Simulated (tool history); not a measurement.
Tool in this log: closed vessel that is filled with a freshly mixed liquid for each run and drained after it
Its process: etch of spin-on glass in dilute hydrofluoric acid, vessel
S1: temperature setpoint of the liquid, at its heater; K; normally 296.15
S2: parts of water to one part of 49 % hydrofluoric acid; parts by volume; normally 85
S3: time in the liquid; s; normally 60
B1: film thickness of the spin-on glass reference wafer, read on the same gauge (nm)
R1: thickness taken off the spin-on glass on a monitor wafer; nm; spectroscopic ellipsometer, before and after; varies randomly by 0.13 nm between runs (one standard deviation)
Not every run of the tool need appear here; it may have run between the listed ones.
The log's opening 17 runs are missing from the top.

Run 18, hour 1657.1: usual settings but S1 291.15 K, S3 40 s; B1 40.01. Result: R1 10.8 nm.
Run 19, hour 1696.2: usual settings but S1 291.15 K, S3 40 s; B1 39.99. Result: R1 10.95 nm.
Run 20, hour 1752.3: usual settings but S1 300.65 K, S2 120 parts by volume, S3 40 s; B1 39.99. Result: R1 10.88 nm.
Run 21, hour 1814.4: usual settings; B1 39.99. Result: R1 20.11 nm.
Run 22, hour 1900.8: usual settings but S1 299.65 K; B1 39.98. Result: R1 23.33 nm.
Run 23, hour 1937.4: usual settings but S1 291.65 K; B1 39.99. Result: R1 16.77 nm.
Run 24, hour 1993.5: usual settings; B1 39.98. Result: R1 20.13 nm.
At hour 2042.9: hydrofluoric acid flow meter replaced.
Run 25, hour 2089.7: usual settings but S2 60 parts by volume, S3 70 s; B1 40. Result: R1 32.57 nm.
Run 26, hour 2146.8: usual settings but S3 85 s; B1 40. Result: R1 27.34 nm.
Run 27, hour 2190.2: usual settings but S1 294.15 K; B1 40. Result: R1 17.93 nm.
Run 28, hour 2233.4: usual settings but S1 299.65 K, S2 60 parts by volume, S3 85 s; B1 40.01. Result: R1 45.91 nm.
Run 29, hour 2332.4: usual settings but S1 300.15 K, S3 80 s; B1 40.01. Result: R1 30.13 nm.
Run 30, hour 2429.9: usual settings; B1 39.99. Result: R1 19.4 nm.
Run 31, hour 2510.1: usual settings but S1 294.15 K, S2 75 parts by volume, S3 35 s; B1 40. Result: R1 11.9 nm.
Run 32, hour 2612.5: usual settings but S1 298.15 K, S3 90 s; B1 40.02. Result: R1 31.54 nm.

Alternative continuations, all from the tool just after run 32; predict every row:
Run A, hour 2613.2: usual settings; B1 ?. Result: R1 ?.
Run B, hour 2613.2: usual settings but S2 50 parts by volume, S3 90 s; B1 ?. Result: R1 ?.
Run C, hour 2613.2: usual settings but S1 300.15 K, S3 40 s; B1 ?. Result: R1 ?.

run     B1     R1
  A  39.99  19.66
  B  39.99  52.29
  C  39.99  15.39
With no hidden state in the tool, these same runs would have given:
run     R1
  A  19.87
  B  52.94
  C  15.52
